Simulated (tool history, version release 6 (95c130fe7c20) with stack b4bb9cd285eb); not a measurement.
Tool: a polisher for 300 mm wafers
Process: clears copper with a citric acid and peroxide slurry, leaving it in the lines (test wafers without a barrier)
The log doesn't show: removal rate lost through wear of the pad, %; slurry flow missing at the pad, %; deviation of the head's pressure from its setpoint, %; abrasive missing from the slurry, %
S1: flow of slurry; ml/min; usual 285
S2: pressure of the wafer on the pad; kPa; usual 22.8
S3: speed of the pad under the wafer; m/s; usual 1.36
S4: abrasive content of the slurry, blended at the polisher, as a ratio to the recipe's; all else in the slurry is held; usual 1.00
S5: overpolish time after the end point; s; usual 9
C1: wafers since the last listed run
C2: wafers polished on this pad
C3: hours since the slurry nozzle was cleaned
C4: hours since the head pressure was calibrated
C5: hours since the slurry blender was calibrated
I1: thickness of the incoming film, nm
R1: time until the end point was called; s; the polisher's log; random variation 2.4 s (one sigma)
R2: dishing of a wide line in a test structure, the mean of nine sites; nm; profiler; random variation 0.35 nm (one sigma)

run 1 hour=0.0 | S1=285 S2=22.8 S3=1.36 S4=1.00 S5=9 | C1=0 C2=2386 C3=198.8 C4=939.6 C5=488.3 | I1=340.1 | R1=133.9 R2=15.3
run 2 hour=37.7 | S1=285 S2=22.8 S3=1.36 S4=1.00 S5=9 | C1=279 C2=2665 C3=236.5 C4=977.3 C5=526.0 | I1=336.3 | R1=141.5 R2=15.2
run 3 hour=136.5 | S1=285 S2=22.8 S3=1.36 S4=1.00 S5=9 | C1=732 C2=3398 C3=335.3 C4=1076.1 C5=624.8 | I1=340.1 | R1=141.0 R2=15.1
run 4 hour=184.9 | S1=285 S2=22.8 S3=1.36 S4=1.00 S5=9 | C1=358 C2=3757 C3=383.7 C4=1124.5 C5=673.2 | I1=341.6 | R1=138.7 R2=14.5
run 5 hour=237.2 | S1=220 S2=22.8 S3=1.62 S4=1.00 S5=9 | C1=387 C2=4144 C3=436.0 C4=1176.8 C5=725.5 | I1=341.0 | R1=133.1 R2=16.2
-- hour=249.2 head pressure recalibrated
-- hour=267.0 slurry blender recalibrated
run 6 hour=321.4 | S1=350 S2=29.6 S3=1.36 S4=1.00 S5=12 | C1=594 C2=4739 C3=520.2 C4=72.2 C5=54.4 | I1=340.1 | R1=106.0 R2=23.2
run 7 hour=378.5 | S1=285 S2=22.8 S3=1.06 S4=1.20 S5=9 | C1=423 C2=5162 C3=577.3 C4=129.3 C5=111.5 | I1=344.8 | R1=176.6 R2=12.8
-- hour=392.4 worn pad replaced by a new one
run 8 hour=474.0 | S1=220 S2=22.8 S3=1.62 S4=1.00 S5=9 | C1=678 C2=604 C3=672.8 C4=224.8 C5=207.0 | I1=338.1 | R1=122.7 R2=16.9
run 9 hour=523.5 | S1=220 S2=22.8 S3=1.62 S4=1.00 S5=9 | C1=366 C2=971 C3=722.3 C4=274.3 C5=256.5 | I1=335.4 | R1=123.9 R2=16.3
-- hour=549.4 slurry nozzle cleaned
run 10 hour=603.9 | S1=285 S2=22.8 S3=0.92 S4=1.00 S5=13 | C1=588 C2=1560 C3=54.5 C4=354.7 C5=336.9 | I1=341.0 | R1=176.9 R2=16.7
run 11 hour=659.0 | S1=285 S2=30.3 S3=1.36 S4=1.00 S5=9 | C1=408 C2=1968 C3=109.6 C4=409.8 C5=392.0 | I1=342.9 | R1=102.1 R2=18.7
-- hour=929.7 slurry blender recalibrated
run 12 hour=971.7 | S1=285 S2=28.3 S3=0.94 S4=1.00 S5=9 | C1=2303 C2=4271 C3=422.3 C4=722.5 C5=42.0 | I1=345.3 | R1=161.6 R2=13.9
run 13 hour=1009.7 | S1=310 S2=22.8 S3=1.36 S4=1.00 S5=10 | C1=281 C2=4553 C3=460.3 C4=760.5 C5=80.0 | I1=340.7 | R1=141.8 R2=16.4
-- hour=1068.4 worn pad replaced by a new one
run 14 hour=1068.9 | S1=285 S2=25.5 S3=1.36 S4=0.85 S5=10 | C1=409 C2=3 C3=519.5 C4=819.7 C5=139.2 | I1=335.4 | R1=115.8 R2=19.0
run 15 hour=1160.0 | S1=260 S2=15.2 S3=1.36 S4=1.00 S5=9 | C1=675 C2=678 C3=610.6 C4=910.8 C5=230.3 | I1=341.0 | R1=198.3 R2=11.1
-- hour=1193.1 slurry nozzle cleaned
run 16 hour=1199.4 | S1=285 S2=22.8 S3=1.36 S4=1.00 S5=9 | C1=284 C2=963 C3=6.3 C4=950.2 C5=269.7 | I1=336.2 | R1=126.3 R2=17.0
run 17 hour=1299.5 | S1=350 S2=22.8 S3=1.36 S4=1.20 S5=10 | C1=741 C2=1705 C3=106.4 C4=1050.3 C5=369.8 | I1=339.0 | R1=121.6 R2=18.1
run 18 hour=1378.8 | S1=335 S2=26.2 S3=1.36 S4=1.00 S5=9 | C1=587 C2=2293 C3=185.7 C4=1129.6 C5=449.1 | I1=339.8 | R1=119.5 R2=17.7
run 19 hour=1441.0 | S1=285 S2=22.8 S3=1.36 S4=1.30 S5=13 | C1=461 C2=2754 C3=247.9 C4=1191.8 C5=511.3 | I1=344.7 | R1=134.5 R2=21.2
-- hour=1462.4 head pressure recalibrated
run 20 hour=1523.9 | S1=285 S2=22.8 S3=1.36 S4=1.00 S5=5 | C1=599 C2=3353 C3=330.8 C4=61.5 C5=594.2 | I1=341.1 | R1=145.5 R2=9.1
-- hour=1562.5 slurry blender recalibrated
run 21 hour=1791.7 | S1=285 S2=22.8 S3=1.36 S4=1.00 S5=9 | C1=1970 C2=5324 C3=598.6 C4=329.3 C5=229.2 | I1=346.8 | R1=148.6 R2=14.6
-- hour=1848.5 worn pad replaced by a new one
run 22 hour=1849.0 | S1=285 S2=22.8 S3=1.36 S4=1.00 S5=9 | C1=395 C2=3 C3=655.9 C4=386.6 C5=286.5 | I1=339.3 | R1=129.4 R2=16.2
run 23 hour=1927.7 | S1=285 S2=14.5 S3=1.36 S4=1.00 S5=9 | C1=583 C2=587 C3=734.6 C4=465.3 C5=365.2 | I1=339.8 | R1=212.6 R2=10.9
-- hour=2005.3 slurry nozzle cleaned
run 24 hour=2035.0 | S1=245 S2=22.8 S3=1.84 S4=1.00 S5=13 | C1=787 C2=1375 C3=29.7 C4=572.6 C5=472.5 | I1=342.5 | R1=101.7 R2=24.4
run 25 hour=2072.6 | S1=285 S2=22.8 S3=1.36 S4=1.00 S5=9 | C1=278 C2=1653 C3=67.3 C4=610.2 C5=510.1 | I1=340.2 | R1=131.9 R2=15.5
run 26 hour=2146.3 | S1=285 S2=22.8 S3=1.36 S4=1.00 S5=9 | C1=546 C2=2200 C3=141.0 C4=683.9 C5=583.8 | I1=333.0 | R1=135.7 R2=15.8
run 27 hour=2207.1 | S1=285 S2=22.8 S3=1.36 S4=1.00 S5=12 | C1=450 C2=2650 C3=201.8 C4=744.7 C5=644.6 | I1=342.1 | R1=141.3 R2=18.9

Forecast each of these 5 alternatives for the next run:
run A hour=2207.5 | S1=285 S2=22.8 S3=1.36 S4=1.00 S5=14 | C1=2 C2=2653 C3=202.2 C4=745.1 C5=645.0 | I1=335.0 | R1=? R2=?
run B hour=2207.5 | S1=285 S2=18.6 S3=1.36 S4=1.30 S5=9 | C1=2 C2=2653 C3=202.2 C4=745.1 C5=645.0 | I1=335.0 | R1=? R2=?
run C hour=2207.5 | S1=260 S2=22.8 S3=1.56 S4=0.80 S5=9 | C1=2 C2=2653 C3=202.2 C4=745.1 C5=645.0 | I1=335.0 | R1=? R2=?
run D hour=2207.5 | S1=215 S2=27.6 S3=1.10 S4=0.80 S5=9 | C1=2 C2=2653 C3=202.2 C4=745.1 C5=645.0 | I1=335.0 | R1=? R2=?
run E hour=2207.5 | S1=285 S2=26.2 S3=1.10 S4=0.75 S5=9 | C1=2 C2=2653 C3=202.2 C4=745.1 C5=645.0 | I1=335.0 | R1=? R2=?

run=A R1=139.1 R2=21.1
run=B R1=163.3 R2=13.2
run=C R1=129.7 R2=15.9
run=D R1=148.0 R2=14.4
run=E R1=148.9 R2=14.3
Without the tool's hidden state the same runs would have given:
run=A R1=118.8 R2=23.6
run=B R1=139.4 R2=15.0
run=C R1=110.1 R2=18.1
run=D R1=124.1 R2=16.6
run=E R1=127.1 R2=16.2
